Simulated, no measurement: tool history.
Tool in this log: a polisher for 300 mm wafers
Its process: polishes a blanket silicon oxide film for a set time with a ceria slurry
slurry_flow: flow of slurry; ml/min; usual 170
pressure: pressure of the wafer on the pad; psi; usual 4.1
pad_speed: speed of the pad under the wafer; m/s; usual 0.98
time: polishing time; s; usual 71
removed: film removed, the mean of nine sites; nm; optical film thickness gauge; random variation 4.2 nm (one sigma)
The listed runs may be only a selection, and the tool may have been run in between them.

run   hour  slurry_flow  pressure  pad_speed  time  incoming thickness of the incoming film, nm  removed
  1      0          170       4.1       0.98    71                                       1133.5    337.7
  2    6.3          170       4.1       0.98    71                                       1128.6      333
  3   19.8          170       4.1       0.98    71                                       1148.7      334
  4   34.8          150       3.1       0.98    71                                       1125.8    245.5
  5   48.1          150       3.1       0.98    71                                       1129.5    249.8
  6   56.2          170       4.1       0.98    71                                       1152.9      326
  7   72.2          170       4.1       0.98    71                                       1133.9    333.7
  8   85.6          170       4.1       0.98    71                                       1130.3    328.1
  9   93.8          170       4.8       0.98    71                                       1143.2    390.3
 10  106.1          170       4.1       0.98    71                                       1164.9    324.4
 11  122.8          170       4.1       0.98    71                                       1142.3    322.2
 12    134          170       4.1       0.98    71                                       1144.9    323.9
 13  141.3          170       4.9       1.16    71                                       1146.4    447.3
 14  155.1          170       4.9       1.16    71                                       1115.4    457.3
 15  165.3          170       4.9       1.16    71                                       1144.8    446.7
 16  176.7          170       4.1       0.98    71                                       1154.1    316.7
 17  190.6          170       4.1       0.98    71                                       1149.6    316.8
 18  208.1          195         3       0.98    63                                         1164    227.6
 19  225.1          170       4.1       0.98    82                                       1154.7    393.8
 20    234          115       5.1       0.98    64                                       1115.4    337.6
 21  240.2          205       3.7       0.98    61                                       1144.7    274.1
 22  260.8          170       4.1       0.98    71                                       1141.2    334.3
 23  277.9          170       4.1       0.98    71                                       1132.8    333.7
 24  285.3          170       4.1       0.98    71                                         1117      326
 25  301.6          225       5.4        1.2    51                                         1123    343.4
 26  313.2          130       2.9       0.84    50                                       1136.8    160.7
 27  330.2          170       4.1       0.98    71                                       1142.3    326.8
 28  347.6          170       4.1        0.8    71                                       1122.3    292.3
 29  362.3          225       4.1       1.12    89                                       1141.6    459.1
 30  369.6          170       4.1       0.98    71                                       1148.3    318.3
 31  380.2          170       4.1       0.98    71                                         1149    326.4
 32    393          190       2.8       0.84    91                                       1158.8    296.7
 33  407.2          145       4.1       0.98    71                                       1117.9    312.5
 34  413.4          170       3.6       0.98    71                                       1130.1      297
 35  420.4          170       4.1       0.98    71                                       1132.1    319.5
 36  431.9          110       4.1       0.98    71                                         1138    298.2

Not shown: 7 entries that the log had between the listed runs. Between which runs, and how does the tool's hidden state differ before and after?
In the gap between runs 3 and 4: worn pad replaced by a new one (hour 34.3)
  slurry flow missing at the pad, %: 6.95 -> 9.26
  measured result minus the result with no hidden state, removed: -4.3 -> -4.9 nm
In the gap between runs 10 and 11: worn pad replaced by a new one (hour 122.3)
  slurry flow missing at the pad, %: 20.2 -> 22.8
  measured result minus the result with no hidden state, removed: -14.4 -> -16.8 nm
In the gap between runs 17 and 18: worn pad replaced by a new one, of another model than before (hour 203.1)
  slurry flow missing at the pad, %: 33.3 -> 36
  measured result minus the result with no hidden state, removed: -28.7 -> -12.9 nm
In the gap between runs 18 and 19: slurry nozzle cleaned (hour 211.8)
  slurry flow missing at the pad, %: 36 -> 6.91
  measured result minus the result with no hidden state, removed: -12.9 -> -3.6 nm
In the gap between runs 22 and 23: head pressure recalibrated (hour 270.2)
  slurry flow missing at the pad, %: 12.4 -> 15
  measured result minus the result with no hidden state, removed: -5.7 -> -7.1 nm
In the gap between runs 23 and 24: worn pad replaced by a new one (hour 284.8)
  slurry flow missing at the pad, %: 15 -> 16.2
  measured result minus the result with no hidden state, removed: -7.1 -> -7.5 nm
In the gap between runs 30 and 31: worn pad replaced by a new one (hour 378.7)
  slurry flow missing at the pad, %: 29.2 -> 30.8
  measured result minus the result with no hidden state, removed: -15.1 -> -16.7 nm
